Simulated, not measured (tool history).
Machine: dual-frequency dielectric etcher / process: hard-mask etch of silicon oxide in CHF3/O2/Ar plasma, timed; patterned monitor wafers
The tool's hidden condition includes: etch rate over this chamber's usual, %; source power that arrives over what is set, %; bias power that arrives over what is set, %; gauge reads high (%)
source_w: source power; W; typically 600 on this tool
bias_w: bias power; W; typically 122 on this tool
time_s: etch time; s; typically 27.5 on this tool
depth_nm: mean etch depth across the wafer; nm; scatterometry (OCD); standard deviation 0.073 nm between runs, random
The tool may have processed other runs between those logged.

run     day  source_w  bias_w  time_s  wafers since the last listed run  hours since the last wet clean  hours since the last source power generator calibration  hours since the last bias power generator calibration  hours since the last upper electrode change  hours since the gauge calibration  read-back reference wafer on the same gauge, depth_nm  depth_nm
  1   0.000       600     122    27.5                                 0                           224.9                                                   4046.3                                                 2233.1                                       3940.8                              480.0                                                  51.70     49.21
  2   0.671       600     122    27.5                               217                           241.0                                                   4062.4                                                 2249.2                                       3956.9                              496.1                                                  51.69     49.27
  3   0.988       600     122    27.5                               102                           248.6                                                   4070.0                                                 2256.8                                       3964.5                              503.7                                                  51.70     49.10
  4   1.562       600     122    27.5                               186                           262.4                                                   4083.8                                                 2270.6                                       3978.3                              517.5                                                  51.69     49.23
      2.425  -- gauge calibrated
      2.900  -- upper electrode replaced
  5   2.921       600     122    27.5                               116                           295.0                                                   4116.4                                                 2303.2                                          0.5                               11.9                                                  51.69     49.28
  6   2.933       600     122    21.0                                 4                           295.3                                                   4116.7                                                 2303.5                                          0.8                               12.2                                                  51.73     37.60
  7   3.388       500     122    24.5                               147                           306.2                                                   4127.6                                                 2314.4                                         11.7                               23.1                                                  51.70     40.85
  8   3.942       500     122    24.5                               180                           319.5                                                   4140.9                                                 2327.7                                         25.0                               36.4                                                  51.71     40.91
  9   4.521       600     122    24.0                               188                           333.4                                                   4154.8                                                 2341.6                                         38.9                               50.3                                                  51.69     43.07
 10   5.271       600     122    27.5                               243                           351.4                                                   4172.8                                                 2359.6                                         56.9                               68.3                                                  51.70     49.16
 11   5.638       500     122    24.5                               119                           360.2                                                   4181.6                                                 2368.4                                         65.7                               77.1                                                  51.70     40.93
 12   6.138       600     141    27.5                               162                           372.2                                                   4193.6                                                 2380.4                                         77.7                               89.1                                                  51.70     51.93
 13   6.671       550     150    27.5                               173                           385.0                                                   4206.4                                                 2393.2                                         90.5                              101.9                                                  51.70     51.39
 14   7.017       700     103    33.5                               112                           393.3                                                   4214.7                                                 2401.5                                         98.8                              110.2                                                  51.68     60.18
 15   7.662       600     122    24.0                               209                           408.8                                                   4230.2                                                 2417.0                                        114.3                              125.7                                                  51.71     43.18
      8.838  -- wet clean of the chamber
      8.983  -- bias power generator calibrated
      9.050  -- source power generator calibrated
 16   9.071       600     122    27.5                                63                             5.6                                                      0.5                                                    2.1                                        148.1                              159.5                                                  51.70     48.93
 17   9.083       650     132    29.5                                 4                             5.9                                                      0.8                                                    2.4                                        148.4                              159.8                                                  51.71     55.71
 18   9.096       450     122    23.0                                 4                             6.2                                                      1.1                                                    2.7                                        148.7                              160.1                                                  51.70     36.64
 19   9.262       600     122    27.5                                54                            10.2                                                      5.1                                                    6.7                                        152.7                              164.1                                                  51.69     48.97
 20   9.729       550     146    22.0                               151                            21.4                                                     16.3                                                   17.9                                        163.9                              175.3                                                  51.69     40.44
 21  10.188       650     132    29.5                               148                            32.4                                                     27.3                                                   28.9                                        174.9                              186.3                                                  51.71     55.47
 22  10.717       510     105    20.0                               171                            45.1                                                     40.0                                                   41.6                                        187.6                              199.0                                                  51.71     31.86
 23  11.338       740     145    22.5                               201                            60.0                                                     54.9                                                   56.5                                        202.5                              213.9                                                  51.71     46.18
 24  11.983       520     122    34.5                               209                            75.5                                                     70.4                                                   72.0                                        218.0                              229.4                                                  51.70     58.29
 25  12.438       700     138    20.5                               147                            86.4                                                     81.3                                                   82.9                                        228.9                              240.3                                                  51.69     40.36
 26  13.158       600     104    27.5                               234                           103.7                                                     98.6                                                  100.2                                        246.2                              257.6                                                  51.69     46.48
 27  13.567       600     135    22.0                               132                           113.5                                                    108.4                                                  110.0                                        256.0                              267.4                                                  51.71     40.62
 28  13.971       660     104    34.0                               131                           123.2                                                    118.1                                                  119.7                                        265.7                              277.1                                                  51.70     59.65
 29  14.346       600     122    33.5                               121                           132.2                                                    127.1                                                  128.7                                        274.7                              286.1                                                  51.72     59.67

Alternative continuations, all from the tool just after run 29; predict every row:
  A  14.362       600     122    27.5                                 5                           132.6                                                    127.5                                                  129.1                                        275.1                              286.5                                                      ?         ?
  B  14.362       720     122    27.5                                 5                           132.6                                                    127.5                                                  129.1                                        275.1                              286.5                                                      ?         ?
  C  14.362       740     136    34.5                                 5                           132.6                                                    127.5                                                  129.1                                        275.1                              286.5                                                      ?         ?
  D  14.362       450     122    27.5                                 5                           132.6                                                    127.5                                                  129.1                                        275.1                              286.5                                                      ?         ?
  E  14.362       460      93    25.5                                 5                           132.6                                                    127.5                                                  129.1                                        275.1                              286.5                                                      ?         ?

run  read-back reference wafer on the same gauge, depth_nm  depth_nm
  A                                                  51.71     49.10
  B                                                  51.71     52.66
  C                                                  51.71     69.28
  D                                                  51.71     44.03
  E                                                  51.71     37.50
Stripped of hidden state, with their random variation kept, the same runs would have yielded:
run  depth_nm
  A     49.01
  B     52.56
  C     69.15
  D     43.95
  E     37.43
